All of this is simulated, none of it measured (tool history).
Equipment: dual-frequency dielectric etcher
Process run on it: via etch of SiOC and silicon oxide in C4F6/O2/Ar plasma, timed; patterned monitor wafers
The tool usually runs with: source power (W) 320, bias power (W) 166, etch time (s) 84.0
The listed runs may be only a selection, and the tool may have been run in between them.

run    hour  source power (W)  bias power (W)  etch time (s)  wafers since the last listed run  hours since the last wet clean  hours since the last source power generator calibration  hours since the last bias power generator calibration  hours since the last upper electrode change  hours since the gauge calibration  read-back reference wafer on the same gauge, depth_nm  mean etch depth across the wafer (nm)
  1     0.0               320             166           84.0                                 0                            70.0                                                   1433.4                                                 1831.3                                       3982.7                             3102.3                                                   99.3                                   89.2
  2    45.8               380             166           84.0                               564                           115.8                                                   1479.2                                                 1877.1                                       4028.5                             3148.1                                                   99.2                                   94.6
  3    80.6               380             166           84.0                               429                           150.6                                                   1514.0                                                 1911.9                                       4063.3                             3182.9                                                   99.2                                   95.0
  4   112.5               380             166           84.0                               393                           182.5                                                   1545.9                                                 1943.8                                       4095.2                             3214.8                                                   99.2                                   94.2
  5   163.9               320             166           84.0                               633                           233.9                                                   1597.3                                                 1995.2                                       4146.6                             3266.2                                                   99.1                                   91.0
      241.2  -- bias power generator calibrated
      325.5  -- upper electrode replaced
  6   326.0               350             128           67.0                              1653                           396.0                                                   1759.4                                                   84.8                                          0.5                             3428.3                                                   99.2                                   69.4
  7   353.5               240             135           84.0                               339                           423.5                                                   1786.9                                                  112.3                                         28.0                             3455.8                                                   99.2                                   81.1
  8   407.3               360             128           84.0                               663                           477.3                                                   1840.7                                                  166.1                                         81.8                             3509.6                                                   99.4                                   88.5
      432.3  -- gauge calibrated
      447.5  -- wet clean of the chamber
  9   477.2               320             166           91.0                               566                            29.7                                                   1910.6                                                  236.0                                        151.7                               44.9                                                   99.2                                   96.7
 10   502.4               350             166           84.0                               310                            54.9                                                   1935.8                                                  261.2                                        176.9                               70.1                                                   99.4                                   92.2
 11   565.5               260             204          108.0                               778                           118.0                                                   1998.9                                                  324.3                                        240.0                              133.2                                                   99.2                                  114.8
      587.3  -- source power generator calibrated
 12   633.8               380             192           84.0                               793                           186.3                                                     46.5                                                  392.6                                        308.3                              201.5                                                   99.3                                   98.9
 13   673.6               320             166           84.0                               490                           226.1                                                     86.3                                                  432.4                                        348.1                              241.3                                                   99.2                                   90.5
 14   733.8               320             166           69.5                               742                           286.3                                                    146.5                                                  492.6                                        408.3                              301.5                                                   99.2                                   74.9
 15   793.5               320             166           99.5                               736                           346.0                                                    206.2                                                  552.3                                        468.0                              361.2                                                   99.2                                  107.7
 16   831.0               320             166           84.0                               462                           383.5                                                    243.7                                                  589.8                                        505.5                              398.7                                                   99.0                                   90.9
 17   877.3               380             184           75.5                               571                           429.8                                                    290.0                                                  636.1                                        551.8                              445.0                                                   99.1                                   88.4
 18   936.7               320             197           77.0                               732                           489.2                                                    349.4                                                  695.5                                        611.2                              504.4                                                   99.1                                   88.2
     1020.3  -- wet clean of the chamber
 19  1020.8               320             185           84.0                               741                             0.5                                                    433.5                                                  779.6                                        695.3                              588.5                                                   99.3                                   92.3
 20  1053.5               320             125           84.0                               403                            33.2                                                    466.2                                                  812.3                                        728.0                              621.2                                                   99.2                                   82.6
 21  1078.2               260             186           72.5                               304                            57.9                                                    490.9                                                  837.0                                        752.7                              645.9                                                   99.3                                   75.6
 22  1133.1               320             166          107.5                               677                           112.8                                                    545.8                                                  891.9                                        807.6                              700.8                                                   99.2                                  114.3
 23  1167.0               320             166          104.5                               418                           146.7                                                    579.7                                                  925.8                                        841.5                              734.7                                                   99.3                                  112.3
 24  1212.4               320             166           84.0                               559                           192.1                                                    625.1                                                  971.2                                        886.9                              780.1                                                   99.3                                   90.3
 25  1259.9               320             140           84.0                               585                           239.6                                                    672.6                                                 1018.7                                        934.4                              827.6                                                   99.1                                   87.8
 26  1297.5               320             166           84.0                               463                           277.2                                                    710.2                                                 1056.3                                        972.0                              865.2                                                   99.4                                   89.9
 27  1345.3               240             201           67.5                               589                           325.0                                                    758.0                                                 1104.1                                       1019.8                              913.0                                                   99.3                                   71.6
 28  1381.7               320             166           84.0                               448                           361.4                                                    794.4                                                 1140.5                                       1056.2                              949.4                                                   99.2                                   91.4
 29  1413.6               370             155           96.5                               393                           393.3                                                    826.3                                                 1172.4                                       1088.1                              981.3                                                   99.3                                  108.5
 30  1463.7               320             184           84.0                               617                           443.4                                                    876.4                                                 1222.5                                       1138.2                             1031.4                                                   99.1                                   94.3

How would selected steps in mean etch depth across the wafer (nm) from run to run divide? Give the signed amount a tool lacking its hidden state would still show from settings, what came in and random variation, and the signed amount left for the hidden state, including any gauge scatter that is not in both of the compared results.
What the log doesn't record here: etch rate over this chamber's usual, %; source power that arrives over what is set, %; bias power that arrives over what is set, %; gauge reads high (%).
Run 8 -> 9: source power (W) 360 -> 320, bias power (W) 128 -> 166, etch time (s) 84.0 -> 91.0, gauge calibrated, wet clean of the chamber. mean etch depth across the wafer (nm) +8.2: hidden state -2.5, all else +10.7.
Run 10 -> 11: source power (W) 350 -> 260, bias power (W) 166 -> 204, etch time (s) 84.0 -> 108.0. mean etch depth across the wafer (nm) +22.6: hidden state +0.5, all else +22.1.
Run 14 -> 15: etch time (s) 69.5 -> 99.5. mean etch depth across the wafer (nm) +32.8: hidden state +0.9, all else +31.9.
Run 18 -> 19: bias power (W) 197 -> 185, etch time (s) 77.0 -> 84.0, wet clean of the chamber. mean etch depth across the wafer (nm) +4.1: hidden state -2.5, all else +6.6.
Run 21 -> 22: source power (W) 260 -> 320, bias power (W) 186 -> 166, etch time (s) 72.5 -> 107.5. mean etch depth across the wafer (nm) +38.7: hidden state +0.5, all else +38.2.
